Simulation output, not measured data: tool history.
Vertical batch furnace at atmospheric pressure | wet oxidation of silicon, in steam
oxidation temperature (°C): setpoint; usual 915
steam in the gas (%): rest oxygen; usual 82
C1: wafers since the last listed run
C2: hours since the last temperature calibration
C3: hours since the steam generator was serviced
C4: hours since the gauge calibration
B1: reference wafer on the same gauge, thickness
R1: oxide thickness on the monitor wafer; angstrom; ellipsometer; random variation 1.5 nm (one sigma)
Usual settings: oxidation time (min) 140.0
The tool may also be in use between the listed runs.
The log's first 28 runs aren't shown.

At hour 1472.5: steam generator serviced.
Run 29, hour 1473.0: usual settings but oxidation time (min) 82.5; C1 377; C2 54.8; C3 0.5; C4 609.8; B1 558.23. Result: R1 3364.9 angstrom.
Run 30, hour 1478.5: usual settings but oxidation temperature (°C) 938, oxidation time (min) 163.0, steam in the gas (%) 71; C1 68; C2 60.3; C3 6.0; C4 615.3; B1 558.45. Result: R1 5646.7 angstrom.
Run 31, hour 1632.2: usual settings; C1 1915; C2 214.0; C3 159.7; C4 769.0; B1 559.08. Result: R1 4778.4 angstrom.
Run 32, hour 1679.0: usual settings; C1 583; C2 260.8; C3 206.5; C4 815.8; B1 559.46. Result: R1 4810.4 angstrom.
Run 33, hour 1713.9: usual settings but oxidation temperature (°C) 903, oxidation time (min) 116.0, steam in the gas (%) 88; C1 435; C2 295.7; C3 241.4; C4 850.7; B1 559.87. Result: R1 4051.7 angstrom.
Run 34, hour 1780.5: usual settings; C1 830; C2 362.3; C3 308.0; C4 917.3; B1 560.35. Result: R1 4838.5 angstrom.
Run 35, hour 1817.6: usual settings; C1 462; C2 399.4; C3 345.1; C4 954.4; B1 559.94. Result: R1 4792.6 angstrom.
Run 36, hour 1846.5: usual settings but oxidation temperature (°C) 898, oxidation time (min) 110.5; C1 360; C2 428.3; C3 374.0; C4 983.3; B1 560.51. Result: R1 3572.1 angstrom.
Run 37, hour 1886.5: usual settings but oxidation temperature (°C) 922, oxidation time (min) 96.5; C1 498; C2 468.3; C3 414.0; C4 1023.3; B1 560.02. Result: R1 3958.6 angstrom.

Forecast each of these 5 alternatives for the next run:
Run A, hour 1892.1: usual settings; C1 69; C2 473.9; C3 419.6; C4 1028.9; B1 ?. Result: R1 ?.
Run B, hour 1892.1: usual settings but oxidation temperature (°C) 934, oxidation time (min) 175.5, steam in the gas (%) 93; C1 69; C2 473.9; C3 419.6; C4 1028.9; B1 ?. Result: R1 ?.
Run C, hour 1892.1: usual settings but oxidation temperature (°C) 897, steam in the gas (%) 90; C1 69; C2 473.9; C3 419.6; C4 1028.9; B1 ?. Result: R1 ?.
Run D, hour 1892.1: usual settings but oxidation temperature (°C) 927, steam in the gas (%) 71; C1 69; C2 473.9; C3 419.6; C4 1028.9; B1 ?. Result: R1 ?.
Run E, hour 1892.1: usual settings but oxidation time (min) 160.5, steam in the gas (%) 88; C1 69; C2 473.9; C3 419.6; C4 1028.9; B1 ?. Result: R1 ?.

run      B1      R1
  A  560.75  4834.4
  B  560.75  6862.7
  C  560.75  4445.5
  D  560.75  4783.8
  E  560.75  5539.4
Without the tool's hidden state the same runs would have given:
run      R1
  A  4776.2
  B  6780.1
  C  4391.9
  D  4726.2
  E  5472.7

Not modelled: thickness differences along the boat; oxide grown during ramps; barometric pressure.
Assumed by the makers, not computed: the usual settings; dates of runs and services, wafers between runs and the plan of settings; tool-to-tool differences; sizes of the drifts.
